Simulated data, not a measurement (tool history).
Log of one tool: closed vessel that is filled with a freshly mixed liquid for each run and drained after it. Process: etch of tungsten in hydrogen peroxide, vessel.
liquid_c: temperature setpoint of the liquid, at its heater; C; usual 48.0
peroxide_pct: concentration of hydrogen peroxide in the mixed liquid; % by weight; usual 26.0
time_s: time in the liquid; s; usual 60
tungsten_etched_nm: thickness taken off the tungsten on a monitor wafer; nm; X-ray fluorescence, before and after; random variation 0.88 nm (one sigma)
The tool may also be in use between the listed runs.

run    hour  liquid_c  peroxide_pct  time_s  read-back film thickness of the tungsten reference wafer, read on the same gauge (nm)  tungsten_etched_nm
  1     0.0      48.0          26.0      60                                                                                 150.00              162.81
  2    24.0      48.0          26.0      60                                                                                 149.99              163.09
  3   179.5      48.0          29.5      75                                                                                 149.97              211.83
  4   213.0      54.0          26.0      75                                                                                 149.98              286.74
  5   270.4      54.0          26.0      75                                                                                 149.99              284.21
      297.4  -- gauge calibrated
  6   307.5      48.0          26.0      60                                                                                 149.97              156.10
      326.7  -- new drum of peroxide connected
  7   350.7      48.0          26.0      60                                                                                 149.99              162.85
      366.6  -- peroxide flow meter replaced
  8   375.9      48.0          26.0      60                                                                                 150.01              166.49
  9   416.1      55.5          26.0      70                                                                                 149.98              305.19
 10   441.5      43.0          26.0      60                                                                                 150.00              120.47
 11   490.8      48.0          26.0      60                                                                                 150.01              162.68
 12   543.6      43.5          21.5      95                                                                                 149.97              175.58
 13   589.2      38.5          26.0      60                                                                                 150.01               87.25
 14   632.5      48.0          30.0      90                                                                                 149.96              260.04
      690.5  -- thermometer replaced
 15   691.0      45.5          30.0      70                                                                                 150.00              170.16
 16   737.5      48.0          26.0      60                                                                                 150.05              158.89
 17   764.5      48.0          30.0      60                                                                                 150.01              168.41
      793.2  -- peroxide flow meter replaced
 18   795.6      48.0          22.0      90                                                                                 150.04              221.63
 19   847.3      48.0          26.0      95                                                                                 150.01              252.61
      864.2  -- new drum of peroxide connected
 20   879.0      45.0          30.0      85                                                                                 150.02              209.99
 21   937.2      39.0          26.0      80                                                                                 150.02              123.68
 22  1100.6      48.0          30.0      30                                                                                 150.01               85.10
 23  1138.4      48.0          26.0      60                                                                                 150.04              160.06
 24  1164.6      45.5          30.0      70                                                                                 149.99              170.78
     1204.6  -- peroxide flow meter replaced
 25  1217.5      48.0          26.0      60                                                                                 149.99              161.88
 26  1253.2      48.0          26.0      40                                                                                 150.01              106.44
     1320.5  -- new drum of peroxide connected
 27  1323.3      39.5          22.5      60                                                                                 149.98               89.76
 28  1352.8      48.0          26.0      60                                                                                 149.99              165.13
     1379.1  -- thermometer replaced
 29  1410.2      48.0          26.0      60                                                                                 149.95              163.55

Forecast each of these 5 alternatives for the next run:
  A  1410.9      48.0          21.0      60                                                                                      ?                   ?
  B  1410.9      48.0          19.5      60                                                                                      ?                   ?
  C  1410.9      56.0          30.0      95                                                                                      ?                   ?
  D  1410.9      48.0          18.5      85                                                                                      ?                   ?
  E  1410.9      39.0          22.5      60                                                                                      ?                   ?

run  read-back film thickness of the tungsten reference wafer, read on the same gauge (nm)  tungsten_etched_nm
  A                                                                                 150.00              147.38
  B                                                                                 150.00              142.02
  C                                                                                 150.00              452.10
  D                                                                                 150.00              195.96
  E                                                                                 150.00               86.01
Without the tool's hidden state the same runs would have given:
run  tungsten_etched_nm
  A              151.50
  B              145.99
  C              464.76
  D              201.45
  E               88.42
